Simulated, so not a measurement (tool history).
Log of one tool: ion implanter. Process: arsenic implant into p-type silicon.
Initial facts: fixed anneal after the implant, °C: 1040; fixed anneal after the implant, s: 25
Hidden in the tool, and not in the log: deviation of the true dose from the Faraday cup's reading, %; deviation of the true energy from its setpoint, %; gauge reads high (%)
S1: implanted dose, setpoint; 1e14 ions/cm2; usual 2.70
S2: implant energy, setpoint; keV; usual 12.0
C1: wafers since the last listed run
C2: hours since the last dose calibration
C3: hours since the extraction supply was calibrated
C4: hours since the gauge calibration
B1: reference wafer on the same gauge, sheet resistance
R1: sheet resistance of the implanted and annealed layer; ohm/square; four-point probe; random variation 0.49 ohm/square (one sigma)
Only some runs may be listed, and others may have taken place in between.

run 1 hour=0.0 | S1=2.70 S2=12.0 | C1=0 C2=2050.7 C3=5215.8 C4=142.4 | B1=315.96 | R1=341.69
run 2 hour=11.6 | S1=2.70 S2=12.0 | C1=219 C2=2062.3 C3=5227.4 C4=154.0 | B1=315.81 | R1=341.15
run 3 hour=27.9 | S1=2.70 S2=12.0 | C1=308 C2=2078.6 C3=5243.7 C4=170.3 | B1=316.22 | R1=341.08
run 4 hour=34.5 | S1=2.70 S2=12.0 | C1=124 C2=2085.2 C3=5250.3 C4=176.9 | B1=316.13 | R1=342.49
run 5 hour=44.7 | S1=2.70 S2=9.5 | C1=193 C2=2095.4 C3=5260.5 C4=187.1 | B1=316.14 | R1=347.68
run 6 hour=53.2 | S1=2.70 S2=9.5 | C1=160 C2=2103.9 C3=5269.0 C4=195.6 | B1=316.22 | R1=347.22
run 7 hour=60.2 | S1=2.70 S2=12.0 | C1=132 C2=2110.9 C3=5276.0 C4=202.6 | B1=315.91 | R1=341.48
run 8 hour=85.9 | S1=2.70 S2=12.0 | C1=486 C2=2136.6 C3=5301.7 C4=228.3 | B1=316.05 | R1=341.28
run 9 hour=101.8 | S1=2.70 S2=12.0 | C1=300 C2=2152.5 C3=5317.6 C4=244.2 | B1=316.00 | R1=341.83
run 10 hour=114.9 | S1=2.35 S2=12.0 | C1=247 C2=2165.6 C3=5330.7 C4=257.3 | B1=315.91 | R1=381.64
run 11 hour=126.6 | S1=3.27 S2=12.0 | C1=221 C2=2177.3 C3=5342.4 C4=269.0 | B1=315.93 | R1=293.78
run 12 hour=134.6 | S1=2.70 S2=14.0 | C1=151 C2=2185.3 C3=5350.4 C4=277.0 | B1=315.96 | R1=337.49
run 13 hour=142.1 | S1=2.70 S2=14.0 | C1=141 C2=2192.8 C3=5357.9 C4=284.5 | B1=316.08 | R1=336.29
run 14 hour=158.6 | S1=2.70 S2=12.0 | C1=312 C2=2209.3 C3=5374.4 C4=301.0 | B1=315.89 | R1=341.48
run 15 hour=175.1 | S1=2.70 S2=12.0 | C1=312 C2=2225.8 C3=5390.9 C4=317.5 | B1=316.12 | R1=341.15
run 16 hour=182.3 | S1=2.70 S2=12.0 | C1=136 C2=2233.0 C3=5398.1 C4=324.7 | B1=316.18 | R1=342.39
-- hour=182.6 gauge calibrated
-- hour=194.1 Faraday cup replaced and dose calibrated
run 17 hour=196.9 | S1=3.47 S2=15.0 | C1=124 C2=2.8 C3=5412.7 C4=14.3 | B1=316.01 | R1=266.25
-- hour=210.4 extraction supply calibrated
run 18 hour=210.9 | S1=2.70 S2=12.0 | C1=113 C2=16.8 C3=0.5 C4=28.3 | B1=316.02 | R1=328.76
run 19 hour=222.4 | S1=2.70 S2=8.5 | C1=217 C2=28.3 C3=12.0 C4=39.8 | B1=315.99 | R1=336.94
run 20 hour=234.9 | S1=2.70 S2=12.0 | C1=236 C2=40.8 C3=24.5 C4=52.3 | B1=316.33 | R1=330.66
run 21 hour=252.1 | S1=2.70 S2=12.0 | C1=325 C2=58.0 C3=41.7 C4=69.5 | B1=316.32 | R1=329.98
run 22 hour=258.3 | S1=2.70 S2=9.0 | C1=117 C2=64.2 C3=47.9 C4=75.7 | B1=315.76 | R1=337.33
run 23 hour=273.8 | S1=2.70 S2=8.0 | C1=293 C2=79.7 C3=63.4 C4=91.2 | B1=316.27 | R1=338.90
run 24 hour=291.0 | S1=2.20 S2=14.0 | C1=325 C2=96.9 C3=80.6 C4=108.4 | B1=315.95 | R1=383.23
run 25 hour=303.4 | S1=3.37 S2=10.0 | C1=234 C2=109.3 C3=93.0 C4=120.8 | B1=316.09 | R1=281.50
run 26 hour=315.4 | S1=2.70 S2=12.0 | C1=227 C2=121.3 C3=105.0 C4=132.8 | B1=316.13 | R1=331.78
run 27 hour=330.8 | S1=2.19 S2=9.0 | C1=291 C2=136.7 C3=120.4 C4=148.2 | B1=315.95 | R1=399.51
run 28 hour=341.9 | S1=3.51 S2=8.5 | C1=210 C2=147.8 C3=131.5 C4=159.3 | B1=316.08 | R1=275.49
run 29 hour=380.7 | S1=2.18 S2=8.5 | C1=734 C2=186.6 C3=170.3 C4=198.1 | B1=315.94 | R1=404.11
run 30 hour=388.7 | S1=2.44 S2=10.0 | C1=151 C2=194.6 C3=178.3 C4=206.1 | B1=316.11 | R1=365.50
run 31 hour=431.4 | S1=2.98 S2=9.0 | C1=808 C2=237.3 C3=221.0 C4=248.8 | B1=315.94 | R1=315.01
run 32 hour=448.7 | S1=2.70 S2=15.5 | C1=327 C2=254.6 C3=238.3 C4=266.1 | B1=316.01 | R1=326.68
run 33 hour=458.6 | S1=3.42 S2=12.0 | C1=187 C2=264.5 C3=248.2 C4=276.0 | B1=316.00 | R1=276.31

What if the next run were any one of these 5? Each begins from the tool's condition after run 33:
run A hour=459.0 | S1=2.70 S2=12.0 | C1=7 C2=264.9 C3=248.6 C4=276.4 | B1=? | R1=?
run B hour=459.0 | S1=3.44 S2=13.5 | C1=7 C2=264.9 C3=248.6 C4=276.4 | B1=? | R1=?
run C hour=459.0 | S1=1.90 S2=9.0 | C1=7 C2=264.9 C3=248.6 C4=276.4 | B1=? | R1=?
run D hour=459.0 | S1=3.41 S2=14.0 | C1=7 C2=264.9 C3=248.6 C4=276.4 | B1=? | R1=?
run E hour=459.0 | S1=2.47 S2=12.0 | C1=7 C2=264.9 C3=248.6 C4=276.4 | B1=? | R1=?

run=A B1=316.23 R1=333.41
run=B B1=316.23 R1=273.24
run=C B1=316.23 R1=450.21
run=D B1=316.23 R1=274.33
run=E B1=316.23 R1=357.61
With no hidden state in the tool, these same runs would have given:
run=A R1=329.29
run=B R1=269.89
run=C R1=444.60
run=D R1=270.97
run=E R1=353.19
